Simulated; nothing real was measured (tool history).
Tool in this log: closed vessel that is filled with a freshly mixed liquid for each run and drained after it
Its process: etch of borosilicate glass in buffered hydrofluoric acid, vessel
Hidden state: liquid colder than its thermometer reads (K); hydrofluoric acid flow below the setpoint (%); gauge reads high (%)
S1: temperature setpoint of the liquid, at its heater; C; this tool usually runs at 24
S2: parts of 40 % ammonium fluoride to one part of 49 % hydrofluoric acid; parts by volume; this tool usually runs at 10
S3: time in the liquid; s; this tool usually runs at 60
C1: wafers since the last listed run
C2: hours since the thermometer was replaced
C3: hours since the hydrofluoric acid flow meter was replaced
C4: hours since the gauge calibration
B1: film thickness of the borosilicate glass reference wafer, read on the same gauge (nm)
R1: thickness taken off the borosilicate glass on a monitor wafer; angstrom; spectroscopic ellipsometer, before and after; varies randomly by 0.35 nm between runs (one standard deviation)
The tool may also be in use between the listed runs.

| run | day | S1 | S2 | S3 | C1 | C2 | C3 | C4 | B1 | R1 |
|---|---|---|---|---|---|---|---|---|---|---|
| 1 | 0 | 24 | 10 | 60 | 0 | 1053.9 | 1930 | 335.2 | 119.99 | 701.7 |
| 2 | 1.575 | 24 | 11 | 60 | 4777 | 1091.7 | 1967.8 | 373 | 120 | 633.6 |
| 3 | 4.088 | 24 | 11 | 60 | 7620 | 1152 | 2028.1 | 433.3 | 120 | 633.2 |
| 4 | 5.254 | 24 | 10 | 60 | 3538 | 1180 | 2056.1 | 461.3 | 120 | 694.5 |
| 5 | 6.954 | 26 | 10 | 60 | 5156 | 1220.8 | 2096.9 | 502.1 | 120 | 767.6 |
| 6 | 8.529 | 24 | 10 | 60 | 4777 | 1258.6 | 2134.7 | 539.9 | 119.97 | 691.4 |
| 7 | 11.108 | 24 | 10 | 60 | 7823 | 1320.5 | 2196.6 | 601.8 | 119.99 | 688.8 |
|  | 12.438 | gauge calibrated |
| 8 | 12.612 | 24 | 10 | 60 | 4562 | 1356.6 | 2232.7 | 4.2 | 120 | 685.4 |
|  | 13.479 | hydrofluoric acid flow meter replaced |
| 9 | 15.025 | 24 | 10 | 40 | 7191 | 1414.5 | 37.1 | 62.1 | 120 | 455.2 |
| 10 | 16.558 | 24 | 10 | 40 | 4650 | 1451.3 | 73.9 | 98.9 | 120 | 455.3 |
| 11 | 18.775 | 24 | 10 | 40 | 6723 | 1504.5 | 127.1 | 152.1 | 120 | 450.5 |
| 12 | 21.304 | 24 | 6.5 | 60 | 7671 | 1565.2 | 187.8 | 212.8 | 120.01 | 1015.2 |
|  | 21.533 | thermometer replaced |
| 13 | 22.412 | 20.5 | 10 | 30 | 3235 | 21.1 | 214.4 | 239.4 | 119.99 | 307.9 |
| 14 | 23.958 | 26.5 | 10 | 60 | 4688 | 58.2 | 251.5 | 276.5 | 120.01 | 852 |
| 15 | 26.758 | 25.5 | 10 | 35 | 8492 | 125.4 | 318.7 | 343.7 | 119.99 | 474.5 |
| 16 | 28.496 | 26.5 | 8 | 85 | 5270 | 167.1 | 360.4 | 385.4 | 120 | 1460 |

The next listed run, before its measurement:
| 17 | 31.096 | 24 | 10 | 90 | 7886 | 229.5 | 422.8 | 447.8 | ? | ? |

B1: 120.02
R1: 1105.7 angstrom
With the hidden condition absent and the run-to-run variation left alone, this run would have shown R1 1124.8 angstrom.
